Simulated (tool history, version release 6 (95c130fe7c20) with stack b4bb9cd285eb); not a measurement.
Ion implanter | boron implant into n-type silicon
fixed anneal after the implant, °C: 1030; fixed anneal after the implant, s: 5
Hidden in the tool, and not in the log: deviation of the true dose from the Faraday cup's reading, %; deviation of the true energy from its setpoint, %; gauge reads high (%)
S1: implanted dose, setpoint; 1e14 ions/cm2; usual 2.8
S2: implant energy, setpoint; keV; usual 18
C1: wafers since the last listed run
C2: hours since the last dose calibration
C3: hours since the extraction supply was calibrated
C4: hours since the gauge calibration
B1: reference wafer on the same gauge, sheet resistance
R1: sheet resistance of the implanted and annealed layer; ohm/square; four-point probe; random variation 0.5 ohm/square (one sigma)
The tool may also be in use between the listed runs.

{"run": 1, "day": 0.0, "S1": 2.8, "S2": 18, "C1": 0, "C2": 1732.1, "C3": 4683.3, "C4": 106.9, "B1": 267.94, "R1": 320.23}
{"run": 2, "day": 0.433, "S1": 2.8, "S2": 18, "C1": 129, "C2": 1742.5, "C3": 4693.7, "C4": 117.3, "B1": 267.98, "R1": 319.98}
{"run": 3, "day": 0.708, "S1": 2.8, "S2": 18, "C1": 82, "C2": 1749.1, "C3": 4700.3, "C4": 123.9, "B1": 267.89, "R1": 320.49}
{"run": 4, "day": 1.279, "S1": 2.8, "S2": 18, "C1": 171, "C2": 1762.8, "C3": 4714, "C4": 137.6, "B1": 267.97, "R1": 321.04}
{"day": 1.838, "done": "gauge calibrated"}
{"run": 5, "day": 1.996, "S1": 2.8, "S2": 18, "C1": 214, "C2": 1780, "C3": 4731.2, "C4": 3.8, "B1": 267.95, "R1": 320.02}
{"run": 6, "day": 2.712, "S1": 2.8, "S2": 18, "C1": 214, "C2": 1797.2, "C3": 4748.4, "C4": 21, "B1": 268.17, "R1": 319.85}
{"run": 7, "day": 3.2, "S1": 2.6, "S2": 18, "C1": 146, "C2": 1808.9, "C3": 4760.1, "C4": 32.7, "B1": 268.11, "R1": 339.99}
{"run": 8, "day": 3.571, "S1": 2.6, "S2": 18, "C1": 111, "C2": 1817.8, "C3": 4769, "C4": 41.6, "B1": 267.92, "R1": 340.36}
{"run": 9, "day": 4.258, "S1": 2.6, "S2": 18, "C1": 206, "C2": 1834.3, "C3": 4785.5, "C4": 58.1, "B1": 268.12, "R1": 339.85}
{"run": 10, "day": 4.742, "S1": 3.18, "S2": 20.5, "C1": 144, "C2": 1845.9, "C3": 4797.1, "C4": 69.7, "B1": 268.05, "R1": 284.5}
{"day": 5.679, "done": "extraction supply calibrated"}
{"run": 11, "day": 5.7, "S1": 3.18, "S2": 20.5, "C1": 187, "C2": 1868.9, "C3": 0.5, "C4": 92.7, "B1": 267.94, "R1": 285.29}
{"run": 12, "day": 5.854, "S1": 3.21, "S2": 22.5, "C1": 46, "C2": 1872.6, "C3": 4.2, "C4": 96.4, "B1": 267.91, "R1": 279.21}
{"run": 13, "day": 6.246, "S1": 2.8, "S2": 18, "C1": 117, "C2": 1882, "C3": 13.6, "C4": 105.8, "B1": 267.99, "R1": 319.63}
{"run": 14, "day": 6.804, "S1": 2.1, "S2": 13.5, "C1": 167, "C2": 1895.4, "C3": 27, "C4": 119.2, "B1": 267.8, "R1": 418.46}
{"day": 8.1, "done": "gauge calibrated"}
{"day": 8.15, "done": "Faraday cup replaced and dose calibrated"}
{"run": 15, "day": 8.171, "S1": 2.8, "S2": 18, "C1": 309, "C2": 0.5, "C3": 59.8, "C4": 1.7, "B1": 267.97, "R1": 331.12}
{"run": 16, "day": 8.525, "S1": 2.52, "S2": 23, "C1": 106, "C2": 9, "C3": 68.3, "C4": 10.2, "B1": 268.14, "R1": 351.16}

Forecast run 17:
{"run": 17, "day": 9.1, "S1": 2.8, "S2": 18, "C1": 172, "C2": 22.8, "C3": 82.1, "C4": 24, "B1": "?", "R1": "?"}

B1: 268.02
R1: 331.02 ohm/square
Without the tool's hidden state the same run would have given R1 330.79 ohm/square.
